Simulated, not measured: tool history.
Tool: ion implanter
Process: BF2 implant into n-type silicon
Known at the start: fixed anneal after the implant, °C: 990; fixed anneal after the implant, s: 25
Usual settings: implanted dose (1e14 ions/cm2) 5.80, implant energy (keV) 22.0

run,hour,implanted dose (1e14 ions/cm2),implant energy (keV),wafers since the last listed run,hours since the last dose calibration,hours since the extraction supply was calibrated,hours since the gauge calibration,"read-back reference wafer on the same gauge, sheet resistance",sheet resistance of the implanted and annealed layer (ohm/square)
1,0.0,6.89,22.0,0,744.6,3059.7,509.9,209.06,213.52
2,29.9,5.80,22.0,646,774.5,3089.6,539.8,209.28,235.24
3,71.1,5.80,22.0,891,815.7,3130.8,581.0,209.46,234.16
4,126.2,5.80,22.0,1192,870.8,3185.9,636.1,208.90,235.20
5,162.3,6.97,22.0,781,906.9,3222.0,672.2,208.99,215.12
6,234.9,6.97,22.0,1570,979.5,3294.6,744.8,208.71,213.90
7,445.7,5.80,22.0,4560,1190.3,3505.4,955.6,208.83,234.30
8,506.9,5.80,22.0,1324,1251.5,3566.6,1016.8,209.27,234.50
# hour 538.1: Faraday cup replaced and dose calibrated
9,569.2,5.80,22.0,1174,31.1,3628.9,1079.1,209.02,235.10
10,596.3,5.80,22.0,586,58.2,3656.0,1106.2,209.01,233.59
11,666.1,5.80,22.0,1510,128.0,3725.8,1176.0,208.86,234.54
12,713.0,5.80,22.0,1014,174.9,3772.7,1222.9,208.55,235.05
13,779.5,4.61,22.0,1438,241.4,3839.2,1289.4,209.09,270.05
14,804.1,4.61,22.0,532,266.0,3863.8,1314.0,208.96,270.14
15,862.8,4.61,22.0,1269,324.7,3922.5,1372.7,208.75,271.47
# hour 898.9: gauge calibrated
# hour 906.7: extraction supply calibrated
16,917.1,5.00,26.5,1001,379.0,10.4,18.2,209.39,244.61
17,973.1,5.10,16.5,1211,435.0,66.4,74.2,208.94,270.60
18,1005.2,5.80,22.0,694,467.1,98.5,106.3,209.03,234.17
19,1057.3,5.80,22.0,1127,519.2,150.6,158.4,209.13,234.08
20,1115.0,5.80,22.0,1248,576.9,208.3,216.1,208.98,234.28
21,1169.5,5.12,24.0,1179,631.4,262.8,270.6,209.00,246.13
22,1220.7,4.30,26.0,1107,682.6,314.0,321.8,209.21,276.66
23,1292.1,7.25,24.5,1544,754.0,385.4,393.2,208.92,201.77
24,1328.0,6.87,29.5,776,789.9,421.3,429.1,208.98,195.22
25,1390.0,5.80,22.0,1341,851.9,483.3,491.1,209.35,233.32
26,1447.8,4.73,22.0,1250,909.7,541.1,548.9,208.93,265.26
27,1509.9,6.45,26.5,1343,971.8,603.2,611.0,209.08,208.50
28,1545.3,4.55,27.5,765,1007.2,638.6,646.4,209.31,261.11
29,1570.2,4.39,18.5,538,1032.1,663.5,671.3,208.90,288.99
30,1604.1,5.15,26.5,733,1066.0,697.4,705.2,208.94,239.21
31,1670.9,5.80,27.5,1445,1132.8,764.2,772.0,208.92,219.06

Forecast each of these 3 alternatives for the next run:
A,1671.3,5.80,22.0,8,1133.2,764.6,772.4,?,?
B,1671.3,5.24,29.0,8,1133.2,764.6,772.4,?,?
C,1671.3,4.93,28.5,8,1133.2,764.6,772.4,?,?

run,"read-back reference wafer on the same gauge, sheet resistance",sheet resistance of the implanted and annealed layer (ohm/square)
A,208.60,233.61
B,208.60,232.57
C,208.60,244.07
Without the tool's hidden state the same runs would have given:
run,sheet resistance of the implanted and annealed layer (ohm/square)
A,233.61
B,232.57
C,244.07
